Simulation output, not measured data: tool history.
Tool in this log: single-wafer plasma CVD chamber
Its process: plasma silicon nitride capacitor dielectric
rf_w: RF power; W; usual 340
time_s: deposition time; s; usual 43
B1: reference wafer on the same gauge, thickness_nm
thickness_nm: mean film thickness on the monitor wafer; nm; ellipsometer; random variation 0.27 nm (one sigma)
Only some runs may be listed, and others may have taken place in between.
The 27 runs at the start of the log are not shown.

{"day": 53.912, "done": "gauge calibrated"}
{"run": 28, "day": 54.962, "rf_w": 340, "time_s": 43, "B1": 55.114, "thickness_nm": 52.347}
{"run": 29, "day": 57.454, "rf_w": 360, "time_s": 43, "B1": 55.07, "thickness_nm": 53.321}
{"run": 30, "day": 59.617, "rf_w": 360, "time_s": 47.1, "B1": 55.049, "thickness_nm": 58.842}
{"run": 31, "day": 61.388, "rf_w": 275, "time_s": 34.6, "B1": 55.136, "thickness_nm": 39.439}
{"day": 61.917, "done": "showerhead replaced"}
{"run": 32, "day": 63.438, "rf_w": 405, "time_s": 43, "B1": 55.14, "thickness_nm": 55.577}
{"run": 33, "day": 65.312, "rf_w": 340, "time_s": 43, "B1": 55.043, "thickness_nm": 52.704}
{"run": 34, "day": 67.538, "rf_w": 290, "time_s": 43, "B1": 55.133, "thickness_nm": 49.739}
{"run": 35, "day": 68.975, "rf_w": 280, "time_s": 39.3, "B1": 55.062, "thickness_nm": 44.66}
{"run": 36, "day": 70.733, "rf_w": 340, "time_s": 37.2, "B1": 55.055, "thickness_nm": 44.913}
{"day": 72.612, "done": "RF generator calibrated"}
{"run": 37, "day": 74.442, "rf_w": 405, "time_s": 48.5, "B1": 55.096, "thickness_nm": 63.052}
{"run": 38, "day": 75.688, "rf_w": 340, "time_s": 48, "B1": 55.096, "thickness_nm": 58.938}
{"run": 39, "day": 77.583, "rf_w": 305, "time_s": 46, "B1": 55.083, "thickness_nm": 54.338}
{"run": 40, "day": 79.879, "rf_w": 305, "time_s": 43, "B1": 55.058, "thickness_nm": 50.735}
{"run": 41, "day": 82.042, "rf_w": 340, "time_s": 43, "B1": 55.068, "thickness_nm": 52.876}
{"run": 42, "day": 84.212, "rf_w": 340, "time_s": 43, "B1": 55.035, "thickness_nm": 52.484}
{"run": 43, "day": 85.646, "rf_w": 365, "time_s": 35.1, "B1": 55.104, "thickness_nm": 44.046}
{"run": 44, "day": 88.108, "rf_w": 305, "time_s": 39.9, "B1": 55.073, "thickness_nm": 47.727}

4 ways to go on from here, each from the tool as it stands after run 44. What would each give?
{"run": "A", "day": 88.125, "rf_w": 340, "time_s": 43, "B1": "?", "thickness_nm": "?"}
{"run": "B", "day": 88.125, "rf_w": 280, "time_s": 40.7, "B1": "?", "thickness_nm": "?"}
{"run": "C", "day": 88.125, "rf_w": 300, "time_s": 39.1, "B1": "?", "thickness_nm": "?"}
{"run": "D", "day": 88.125, "rf_w": 290, "time_s": 49.7, "B1": "?", "thickness_nm": "?"}

run=A B1=55.063 thickness_nm=52.687
run=B B1=55.063 thickness_nm=46.87
run=C B1=55.063 thickness_nm=46.035
run=D B1=55.063 thickness_nm=57.883
Stripped of hidden state, with their random variation kept, the same runs would have yielded:
run=A thickness_nm=53.039
run=B thickness_nm=47.182
run=C thickness_nm=46.342
run=D thickness_nm=58.269
